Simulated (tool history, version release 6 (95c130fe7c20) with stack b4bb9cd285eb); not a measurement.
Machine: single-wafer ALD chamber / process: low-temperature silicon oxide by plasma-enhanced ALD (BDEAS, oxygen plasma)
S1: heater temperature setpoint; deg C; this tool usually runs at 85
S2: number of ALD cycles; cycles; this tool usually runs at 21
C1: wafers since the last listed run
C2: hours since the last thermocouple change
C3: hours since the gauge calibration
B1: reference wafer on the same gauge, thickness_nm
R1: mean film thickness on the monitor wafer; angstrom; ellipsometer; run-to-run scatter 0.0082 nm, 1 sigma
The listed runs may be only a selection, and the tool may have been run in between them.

run,hour,S1,S2,C1,C2,C3,B1,R1
1,0,94,21,0,2398.8,712.1,3.599,30.92
2,29.6,94,21,477,2428.4,741.7,3.6,30.89
3,74,85,21,715,2472.8,786.1,3.599,31.87
4,144.4,85,21,1134,2543.2,856.5,3.599,31.96
5,178.9,85,21,555,2577.7,891,3.598,31.93
6,241.5,85,21,1008,2640.3,953.6,3.598,32.06
7,267.4,85,21,417,2666.2,979.5,3.602,32.07
8,326.1,85,21,945,2724.9,1038.2,3.595,31.9
9,367.8,85,21,672,2766.6,1079.9,3.6,32
10,400.6,85,21,528,2799.4,1112.7,3.597,31.94
11,463.1,85,21,1007,2861.9,1175.2,3.599,31.79
# hour 466: gauge calibrated
# hour 484.8: thermocouple changed; heater temperature recalibrated
12,505.1,100,21,547,20.3,39.1,3.6,30.77
13,654.6,74,18,2409,169.8,188.6,3.597,29.07
14,715.5,85,21,981,230.7,249.5,3.601,32.45
15,741.2,73,23,414,256.4,275.2,3.601,37.21
16,770.2,96,17,467,285.4,304.2,3.602,25.01
17,809.7,85,21,636,324.9,343.7,3.599,32.38
18,864.9,78,17,889,380.1,398.9,3.6,27.01
19,913,80,21,775,428.2,447,3.6,32.98

What will run 20 give?
20,971.1,70,22,936,486.3,505.1,?,?

{"run 20": {"B1": 3.598, "R1": 35.97}}
Minus the tool's unlogged condition, the same run would have read R1 36.36 angstrom.

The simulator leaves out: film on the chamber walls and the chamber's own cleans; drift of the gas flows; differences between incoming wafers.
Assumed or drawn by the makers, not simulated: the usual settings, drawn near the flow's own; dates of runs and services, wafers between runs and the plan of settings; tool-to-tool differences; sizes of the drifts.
